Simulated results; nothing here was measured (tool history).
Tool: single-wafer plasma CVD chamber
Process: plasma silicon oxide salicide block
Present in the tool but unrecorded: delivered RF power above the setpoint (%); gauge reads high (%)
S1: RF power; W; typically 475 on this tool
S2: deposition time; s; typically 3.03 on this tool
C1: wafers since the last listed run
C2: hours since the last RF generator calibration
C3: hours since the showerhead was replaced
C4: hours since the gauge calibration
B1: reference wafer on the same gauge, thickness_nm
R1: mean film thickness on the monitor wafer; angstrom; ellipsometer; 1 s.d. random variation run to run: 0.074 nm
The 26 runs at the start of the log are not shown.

| run | day | S1 | S2 | C1 | C2 | C3 | C4 | B1 | R1 |
|---|---|---|---|---|---|---|---|---|---|
| 27 | 59.688 | 565 | 3.47 | 1905 | 1377.9 | 319.3 | 2338.1 | 28.483 | 335.85 |
| 28 | 62.467 | 545 | 3.21 | 2269 | 1444.6 | 386.0 | 2404.8 | 28.501 | 306.79 |
| 29 | 64.533 | 565 | 3.47 | 1687 | 1494.2 | 435.6 | 2454.4 | 28.500 | 332.15 |
|  | 68.217 | RF generator calibrated |
| 30 | 69.554 | 420 | 2.71 | 3828 | 32.1 | 556.1 | 2574.9 | 28.504 | 237.40 |
| 31 | 71.271 | 410 | 2.53 | 1402 | 73.3 | 597.3 | 2616.1 | 28.505 | 222.00 |
| 32 | 73.658 | 475 | 3.03 | 1949 | 130.6 | 654.6 | 2673.4 | 28.495 | 275.94 |
| 33 | 75.317 | 550 | 2.62 | 1354 | 170.4 | 694.4 | 2713.2 | 28.507 | 245.71 |
|  | 76.062 | gauge calibrated |
| 34 | 77.821 | 420 | 2.68 | 2045 | 230.5 | 754.5 | 42.2 | 28.494 | 235.25 |
| 35 | 79.500 | 515 | 3.43 | 1371 | 270.8 | 794.8 | 82.5 | 28.516 | 318.86 |
| 36 | 80.888 | 415 | 2.64 | 1133 | 304.1 | 828.1 | 115.8 | 28.507 | 229.74 |
| 37 | 83.592 | 475 | 3.03 | 2208 | 369.0 | 893.0 | 180.7 | 28.507 | 273.69 |
|  | 84.662 | RF generator calibrated, repeated, since the last time left the tool worse |
| 38 | 86.083 | 475 | 2.64 | 1762 | 34.1 | 952.8 | 240.5 | 28.514 | 246.19 |
| 39 | 88.275 | 475 | 3.03 | 1789 | 86.7 | 1005.4 | 293.1 | 28.494 | 283.27 |
| 40 | 90.179 | 475 | 3.48 | 1555 | 132.4 | 1051.1 | 338.8 | 28.508 | 321.67 |
| 41 | 92.550 | 475 | 3.03 | 1936 | 189.3 | 1108.0 | 395.7 | 28.497 | 281.47 |
| 42 | 94.542 | 475 | 3.54 | 1626 | 237.1 | 1155.8 | 443.5 | 28.504 | 328.67 |
| 43 | 100.475 | 500 | 2.74 | 4845 | 379.5 | 1298.2 | 585.9 | 28.483 | 256.19 |
| 44 | 101.512 | 475 | 3.03 | 847 | 404.4 | 1323.1 | 610.8 | 28.509 | 281.69 |

Predict each of these 4 candidate next runs independently; none follows another, all start after run 44:
| A | 101.529 | 475 | 3.57 | 13 | 404.8 | 1323.5 | 611.2 | ? | ? |
| B | 101.529 | 475 | 2.83 | 13 | 404.8 | 1323.5 | 611.2 | ? | ? |
| C | 101.529 | 410 | 3.03 | 13 | 404.8 | 1323.5 | 611.2 | ? | ? |
| D | 101.529 | 450 | 3.03 | 13 | 404.8 | 1323.5 | 611.2 | ? | ? |

| run | B1 | R1 |
|---|---|---|
| A | 28.507 | 330.07 |
| B | 28.507 | 261.65 |
| C | 28.507 | 269.58 |
| D | 28.507 | 276.19 |
Stripped of hidden state, with their random variation kept, the same runs would have yielded:
| run | R1 |
|---|---|
| A | 332.02 |
| B | 263.20 |
| C | 271.18 |
| D | 277.83 |

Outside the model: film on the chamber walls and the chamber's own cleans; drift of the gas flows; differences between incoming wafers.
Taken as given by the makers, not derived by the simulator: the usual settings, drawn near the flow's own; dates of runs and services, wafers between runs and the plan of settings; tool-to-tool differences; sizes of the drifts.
